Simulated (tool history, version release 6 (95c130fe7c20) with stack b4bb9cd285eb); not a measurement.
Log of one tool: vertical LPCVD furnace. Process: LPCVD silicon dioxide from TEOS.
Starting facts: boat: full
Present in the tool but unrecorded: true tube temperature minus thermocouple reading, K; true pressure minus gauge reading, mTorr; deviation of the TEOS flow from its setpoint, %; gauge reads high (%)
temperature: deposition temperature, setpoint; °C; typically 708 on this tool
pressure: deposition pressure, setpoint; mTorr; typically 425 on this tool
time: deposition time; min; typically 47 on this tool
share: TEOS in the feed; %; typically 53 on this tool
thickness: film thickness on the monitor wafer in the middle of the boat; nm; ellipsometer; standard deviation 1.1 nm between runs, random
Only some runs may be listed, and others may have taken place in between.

| run | hour | temperature | pressure | time | share | wafers since the last listed run | hours since the last temperature calibration | hours since the pressure gauge was zeroed | hours since the TEOS flow controller was replaced | hours since the gauge calibration | read-back reference wafer on the same gauge, thickness | thickness |
|---|---|---|---|---|---|---|---|---|---|---|---|---|
| 1 | 0 | 705 | 425 | 47 | 53 | 0 | 4873.2 | 1403.1 | 2565.5 | 1157.6 | 414.94 | 480.92 |
| 2 | 29.3 | 708 | 425 | 47 | 53 | 378 | 4902.5 | 1432.4 | 2594.8 | 1186.9 | 415.35 | 517.35 |
| 3 | 65.6 | 708 | 425 | 47 | 53 | 468 | 4938.8 | 1468.7 | 2631.1 | 1223.2 | 415.04 | 516.99 |
| 4 | 104.5 | 708 | 425 | 47 | 53 | 502 | 4977.7 | 1507.6 | 2670 | 1262.1 | 415.05 | 517.26 |
| 5 | 275.1 | 708 | 425 | 47 | 53 | 2203 | 5148.3 | 1678.2 | 2840.6 | 1432.7 | 414.89 | 515.73 |
| 6 | 322.5 | 708 | 425 | 47 | 53 | 612 | 5195.7 | 1725.6 | 2888 | 1480.1 | 414.96 | 516.6 |
| 7 | 368.3 | 708 | 425 | 47 | 53 | 591 | 5241.5 | 1771.4 | 2933.8 | 1525.9 | 414.86 | 518.27 |
|  | 427.1 | pressure gauge zeroed |
| 8 | 436.2 | 708 | 425 | 47 | 53 | 566 | 5309.4 | 9.1 | 3001.7 | 1593.8 | 415 | 519.97 |
|  | 439.3 | gauge calibrated |
| 9 | 496 | 708 | 425 | 47 | 53 | 772 | 5369.2 | 68.9 | 3061.5 | 56.7 | 414.71 | 520.59 |
|  | 534.2 | thermocouples replaced and temperature profile calibrated |
| 10 | 560.6 | 708 | 425 | 47 | 53 | 524 | 26.4 | 133.5 | 3126.1 | 121.3 | 414.96 | 474.24 |
| 11 | 591.7 | 708 | 425 | 47 | 53 | 401 | 57.5 | 164.6 | 3157.2 | 152.4 | 415.09 | 473.67 |
| 12 | 658.3 | 708 | 425 | 47 | 53 | 860 | 124.1 | 231.2 | 3223.8 | 219 | 415.02 | 472.8 |
| 13 | 751.2 | 708 | 425 | 47 | 53 | 1199 | 217 | 324.1 | 3316.7 | 311.9 | 414.86 | 474.03 |
| 14 | 784.6 | 698 | 340 | 34 | 53 | 431 | 250.4 | 357.5 | 3350.1 | 345.3 | 415 | 243.86 |
| 15 | 821.9 | 708 | 490 | 47 | 63 | 481 | 287.7 | 394.8 | 3387.4 | 382.6 | 414.86 | 558.48 |
| 16 | 887 | 708 | 495 | 33 | 53 | 840 | 352.8 | 459.9 | 3452.5 | 447.7 | 414.97 | 360.98 |
| 17 | 951.9 | 708 | 425 | 47 | 46 | 838 | 417.7 | 524.8 | 3517.4 | 512.6 | 415.21 | 443.26 |
| 18 | 982 | 708 | 425 | 47 | 53 | 388 | 447.8 | 554.9 | 3547.5 | 542.7 | 414.92 | 477.71 |
| 19 | 1019.4 | 708 | 425 | 36 | 53 | 483 | 485.2 | 592.3 | 3584.9 | 580.1 | 415.17 | 365.08 |
| 20 | 1067.7 | 708 | 425 | 47 | 53 | 623 | 533.5 | 640.6 | 3633.2 | 628.4 | 415.08 | 477.2 |
|  | 1092.1 | TEOS flow controller replaced |
| 21 | 1125.8 | 708 | 490 | 47 | 63 | 440 | 591.6 | 698.7 | 33.7 | 686.5 | 414.99 | 560.52 |
| 22 | 1178.8 | 714 | 425 | 60 | 63 | 684 | 644.6 | 751.7 | 86.7 | 739.5 | 415.2 | 761.07 |
| 23 | 1207.2 | 712 | 400 | 47 | 56 | 366 | 673 | 780.1 | 115.1 | 767.9 | 415.06 | 522.18 |
| 24 | 1266.5 | 708 | 425 | 47 | 53 | 765 | 732.3 | 839.4 | 174.4 | 827.2 | 414.96 | 478.63 |
| 25 | 1294.2 | 716 | 460 | 29.5 | 49 | 357 | 760 | 867.1 | 202.1 | 854.9 | 414.94 | 360.75 |
| 26 | 1422.5 | 708 | 425 | 33 | 53 | 1656 | 888.3 | 995.4 | 330.4 | 983.2 | 415.35 | 337.97 |

Some steps in thickness between neighbouring runs. How much of each would the tool show without its hidden state too (settings, what came in, random variation), and how much is left for the hidden state, with any gauge scatter that isn't in both results?
Run 1 -> 2: temperature 705 -> 708. thickness +36.43 nm: hidden state +3.1, all else +33.33.
Run 9 -> 10: thermocouples replaced and temperature profile calibrated. thickness -46.35 nm: hidden state -47.12, all else +0.77.
Run 14 -> 15: temperature 698 -> 708, pressure 340 -> 490, time 34 -> 47, share 53 -> 63. thickness +314.62 nm: hidden state +2.25, all else +312.37.
Run 22 -> 23: temperature 714 -> 712, pressure 425 -> 400, time 60 -> 47, share 63 -> 56. thickness -238.89 nm: hidden state -2.72, all else -236.17.
